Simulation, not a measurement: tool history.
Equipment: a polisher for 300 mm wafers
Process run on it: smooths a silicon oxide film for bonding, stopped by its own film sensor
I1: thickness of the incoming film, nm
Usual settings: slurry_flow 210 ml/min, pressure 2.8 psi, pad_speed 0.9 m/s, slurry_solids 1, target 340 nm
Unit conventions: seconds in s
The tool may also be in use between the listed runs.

run 1 hour=0 | slurry_flow=210 pressure=2.8 pad_speed=0.9 slurry_solids=1 target=340 | I1=394.6 | seconds=75.5
-- hour=20.4 slurry blender recalibrated
-- hour=67 worn pad replaced by a new one
run 2 hour=67.5 | slurry_flow=210 pressure=2.8 pad_speed=0.9 slurry_solids=1 target=340 | I1=400.6 | seconds=75
run 3 hour=113.9 | slurry_flow=210 pressure=2.8 pad_speed=0.9 slurry_solids=1 target=340 | I1=391.7 | seconds=63.6
-- hour=131.6 slurry nozzle cleaned
run 4 hour=173.1 | slurry_flow=210 pressure=2.8 pad_speed=0.9 slurry_solids=1.15 target=340 | I1=401 | seconds=66.8
run 5 hour=247.3 | slurry_flow=210 pressure=2.8 pad_speed=0.9 slurry_solids=1 target=340 | I1=397.8 | seconds=68.2
run 6 hour=323.8 | slurry_flow=210 pressure=3.5 pad_speed=0.9 slurry_solids=1 target=340 | I1=401.7 | seconds=59.5
run 7 hour=381.5 | slurry_flow=210 pressure=3.5 pad_speed=0.9 slurry_solids=1 target=340 | I1=404.9 | seconds=64.1
run 8 hour=527.9 | slurry_flow=210 pressure=2.8 pad_speed=0.9 slurry_solids=1.25 target=340 | I1=403.3 | seconds=72.2
-- hour=555.2 head pressure recalibrated
run 9 hour=622.5 | slurry_flow=210 pressure=2.8 pad_speed=0.9 slurry_solids=1 target=340 | I1=394.9 | seconds=72.6
run 10 hour=667.2 | slurry_flow=180 pressure=3.7 pad_speed=0.9 slurry_solids=1 target=340 | I1=396.9 | seconds=58.4
run 11 hour=747.6 | slurry_flow=210 pressure=2.8 pad_speed=0.68 slurry_solids=1 target=356 | I1=401.8 | seconds=71.2
-- hour=750.6 slurry blender recalibrated
run 12 hour=845.7 | slurry_flow=210 pressure=2.1 pad_speed=0.9 slurry_solids=0.85 target=340 | I1=399.6 | seconds=123.7
-- hour=875.7 worn pad replaced by a new one
run 13 hour=930.5 | slurry_flow=210 pressure=2.8 pad_speed=0.58 slurry_solids=1 target=340 | I1=396.5 | seconds=90.1
-- hour=938.7 slurry nozzle cleaned
run 14 hour=971.1 | slurry_flow=210 pressure=2.8 pad_speed=0.9 slurry_solids=0.9 target=359 | I1=401.8 | seconds=53.7
run 15 hour=1029.8 | slurry_flow=210 pressure=2.8 pad_speed=0.9 slurry_solids=1 target=340 | I1=394 | seconds=64.6
run 16 hour=1131.5 | slurry_flow=210 pressure=3.7 pad_speed=0.9 slurry_solids=0.75 target=327 | I1=405.6 | seconds=86.7
run 17 hour=1182.6 | slurry_flow=240 pressure=2.8 pad_speed=0.9 slurry_solids=1 target=340 | I1=401.3 | seconds=75.6
run 18 hour=1228.4 | slurry_flow=140 pressure=2.8 pad_speed=0.74 slurry_solids=1.15 target=327 | I1=406.5 | seconds=104.7
run 19 hour=1334.2 | slurry_flow=165 pressure=3.6 pad_speed=0.68 slurry_solids=1 target=340 | I1=395.8 | seconds=65.6

Run 20 has not been measured yet. What should we expect?
-- hour=1369.5 head pressure recalibrated
-- hour=1376.4 slurry blender recalibrated
run 20 hour=1581.5 | slurry_flow=240 pressure=2.8 pad_speed=1.14 slurry_solids=1.1 target=351 | I1=393.5 | seconds=?

{"run 20": {"seconds": 48.9}}
Were there no unlogged condition in the tool, this run, its random variation unchanged, would have produced seconds 40.9 s.

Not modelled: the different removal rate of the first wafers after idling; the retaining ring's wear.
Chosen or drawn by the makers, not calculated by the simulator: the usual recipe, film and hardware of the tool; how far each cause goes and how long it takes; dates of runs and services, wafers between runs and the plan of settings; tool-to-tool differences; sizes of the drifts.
